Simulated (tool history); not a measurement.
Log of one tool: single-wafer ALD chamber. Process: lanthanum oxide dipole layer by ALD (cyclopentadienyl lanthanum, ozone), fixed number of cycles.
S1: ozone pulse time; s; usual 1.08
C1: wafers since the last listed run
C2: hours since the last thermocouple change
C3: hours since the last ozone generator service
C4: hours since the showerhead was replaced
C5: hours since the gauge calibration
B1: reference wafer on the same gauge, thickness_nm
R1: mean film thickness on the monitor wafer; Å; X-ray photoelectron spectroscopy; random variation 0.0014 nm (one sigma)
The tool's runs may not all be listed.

{"run": 1, "day": 0.0, "S1": 1.08, "C1": 0, "C2": 1588.4, "C3": 282.4, "C4": 5434.4, "C5": 546.3, "B1": 0.637, "R1": 5.43}
{"run": 2, "day": 3.888, "S1": 1.08, "C1": 1899, "C2": 1681.7, "C3": 375.7, "C4": 5527.7, "C5": 639.6, "B1": 0.637, "R1": 5.42}
{"run": 3, "day": 5.583, "S1": 1.08, "C1": 828, "C2": 1722.4, "C3": 416.4, "C4": 5568.4, "C5": 680.3, "B1": 0.637, "R1": 5.4}
{"run": 4, "day": 9.379, "S1": 1.08, "C1": 1854, "C2": 1813.5, "C3": 507.5, "C4": 5659.5, "C5": 771.4, "B1": 0.637, "R1": 5.4}
{"run": 5, "day": 12.092, "S1": 1.37, "C1": 1325, "C2": 1878.6, "C3": 572.6, "C4": 5724.6, "C5": 836.5, "B1": 0.637, "R1": 5.58}
{"day": 12.362, "done": "gauge calibrated"}
{"run": 6, "day": 14.883, "S1": 1.37, "C1": 1363, "C2": 1945.6, "C3": 639.6, "C4": 5791.6, "C5": 60.5, "B1": 0.637, "R1": 5.59}
{"run": 7, "day": 18.25, "S1": 1.37, "C1": 1644, "C2": 2026.4, "C3": 720.4, "C4": 5872.4, "C5": 141.3, "B1": 0.637, "R1": 5.57}
{"run": 8, "day": 20.554, "S1": 1.08, "C1": 1125, "C2": 2081.7, "C3": 775.7, "C4": 5927.7, "C5": 196.6, "B1": 0.637, "R1": 5.36}
{"day": 22.729, "done": "thermocouple changed; heater temperature recalibrated"}
{"run": 9, "day": 23.004, "S1": 0.82, "C1": 1033, "C2": 6.6, "C3": 834.5, "C4": 5986.5, "C5": 255.4, "B1": 0.637, "R1": 5.14}
{"run": 10, "day": 26.192, "S1": 0.82, "C1": 1557, "C2": 83.1, "C3": 911.0, "C4": 6063.0, "C5": 331.9, "B1": 0.637, "R1": 5.15}
{"run": 11, "day": 29.542, "S1": 0.76, "C1": 1636, "C2": 163.5, "C3": 991.4, "C4": 6143.4, "C5": 412.3, "B1": 0.637, "R1": 5.09}
{"run": 12, "day": 33.646, "S1": 1.41, "C1": 2004, "C2": 262.0, "C3": 1089.9, "C4": 6241.9, "C5": 510.8, "B1": 0.637, "R1": 5.6}

The next listed run, before its measurement:
{"run": 13, "day": 37.679, "S1": 1.51, "C1": 1970, "C2": 358.8, "C3": 1186.7, "C4": 6338.7, "C5": 607.6, "B1": "?", "R1": "?"}

B1: 0.637
R1: 5.61 Å
Without the tool's hidden state the same run would have given R1 5.68 Å.
